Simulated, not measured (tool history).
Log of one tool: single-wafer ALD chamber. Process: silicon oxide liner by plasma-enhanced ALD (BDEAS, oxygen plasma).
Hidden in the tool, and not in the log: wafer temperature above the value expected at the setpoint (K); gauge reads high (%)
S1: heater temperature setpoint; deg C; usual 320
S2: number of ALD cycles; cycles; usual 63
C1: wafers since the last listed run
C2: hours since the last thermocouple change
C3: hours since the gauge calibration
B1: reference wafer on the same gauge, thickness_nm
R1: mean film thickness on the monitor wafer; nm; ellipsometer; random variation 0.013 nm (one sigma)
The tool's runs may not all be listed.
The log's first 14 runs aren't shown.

{"run": 15, "hour": 831.3, "S1": 320, "S2": 63, "C1": 448, "C2": 1089.2, "C3": 1298.0, "B1": 5.22, "R1": 5.079}
{"run": 16, "hour": 892.6, "S1": 320, "S2": 63, "C1": 414, "C2": 1150.5, "C3": 1359.3, "B1": 5.218, "R1": 5.078}
{"hour": 906.2, "done": "thermocouple changed; heater temperature recalibrated"}
{"run": 17, "hour": 963.0, "S1": 320, "S2": 63, "C1": 422, "C2": 56.8, "C3": 1429.7, "B1": 5.216, "R1": 5.013}
{"run": 18, "hour": 1014.7, "S1": 320, "S2": 63, "C1": 350, "C2": 108.5, "C3": 1481.4, "B1": 5.216, "R1": 5.036}
{"run": 19, "hour": 1058.3, "S1": 310, "S2": 63, "C1": 295, "C2": 152.1, "C3": 1525.0, "B1": 5.22, "R1": 5.109}
{"run": 20, "hour": 1109.0, "S1": 308, "S2": 68, "C1": 343, "C2": 202.8, "C3": 1575.7, "B1": 5.219, "R1": 5.556}
{"run": 21, "hour": 1154.7, "S1": 332, "S2": 52, "C1": 309, "C2": 248.5, "C3": 1621.4, "B1": 5.217, "R1": 4.076}
{"run": 22, "hour": 1189.4, "S1": 320, "S2": 53, "C1": 234, "C2": 283.2, "C3": 1656.1, "B1": 5.22, "R1": 4.256}
{"run": 23, "hour": 1220.3, "S1": 313, "S2": 54, "C1": 209, "C2": 314.1, "C3": 1687.0, "B1": 5.219, "R1": 4.376}
{"run": 24, "hour": 1270.6, "S1": 306, "S2": 54, "C1": 340, "C2": 364.4, "C3": 1737.3, "B1": 5.221, "R1": 4.42}
{"run": 25, "hour": 1321.4, "S1": 307, "S2": 57, "C1": 343, "C2": 415.2, "C3": 1788.1, "B1": 5.218, "R1": 4.687}
{"run": 26, "hour": 1484.2, "S1": 320, "S2": 52, "C1": 1102, "C2": 578.0, "C3": 1950.9, "B1": 5.218, "R1": 4.189}
{"run": 27, "hour": 1626.3, "S1": 332, "S2": 58, "C1": 962, "C2": 720.1, "C3": 2093.0, "B1": 5.218, "R1": 4.583}
{"run": 28, "hour": 1661.8, "S1": 332, "S2": 70, "C1": 240, "C2": 755.6, "C3": 2128.5, "B1": 5.218, "R1": 5.518}
{"run": 29, "hour": 1704.4, "S1": 311, "S2": 60, "C1": 288, "C2": 798.2, "C3": 2171.1, "B1": 5.219, "R1": 4.901}
{"hour": 1704.7, "done": "gauge calibrated"}
{"run": 30, "hour": 1772.8, "S1": 320, "S2": 63, "C1": 463, "C2": 866.6, "C3": 68.1, "B1": 5.223, "R1": 5.073}
{"run": 31, "hour": 1832.2, "S1": 320, "S2": 63, "C1": 402, "C2": 926.0, "C3": 127.5, "B1": 5.219, "R1": 5.074}
{"run": 32, "hour": 1865.7, "S1": 320, "S2": 63, "C1": 226, "C2": 959.5, "C3": 161.0, "B1": 5.222, "R1": 5.069}
{"run": 33, "hour": 1927.5, "S1": 328, "S2": 63, "C1": 418, "C2": 1021.3, "C3": 222.8, "B1": 5.218, "R1": 5.018}
{"run": 34, "hour": 1988.4, "S1": 326, "S2": 75, "C1": 412, "C2": 1082.2, "C3": 283.7, "B1": 5.219, "R1": 6.003}
{"run": 35, "hour": 2039.5, "S1": 307, "S2": 53, "C1": 345, "C2": 1133.3, "C3": 334.8, "B1": 5.222, "R1": 4.422}

Run 36 comes next. What will it give?
{"hour": 2059.3, "done": "thermocouple changed; heater temperature recalibrated"}
{"run": 36, "hour": 2126.6, "S1": 308, "S2": 72, "C1": 535, "C2": 67.3, "C3": 421.9, "B1": "?", "R1": "?"}

Run 36 gave B1 5.220, R1 5.856 nm.
Without the tool's hidden state the same run would have given R1 5.840 nm.

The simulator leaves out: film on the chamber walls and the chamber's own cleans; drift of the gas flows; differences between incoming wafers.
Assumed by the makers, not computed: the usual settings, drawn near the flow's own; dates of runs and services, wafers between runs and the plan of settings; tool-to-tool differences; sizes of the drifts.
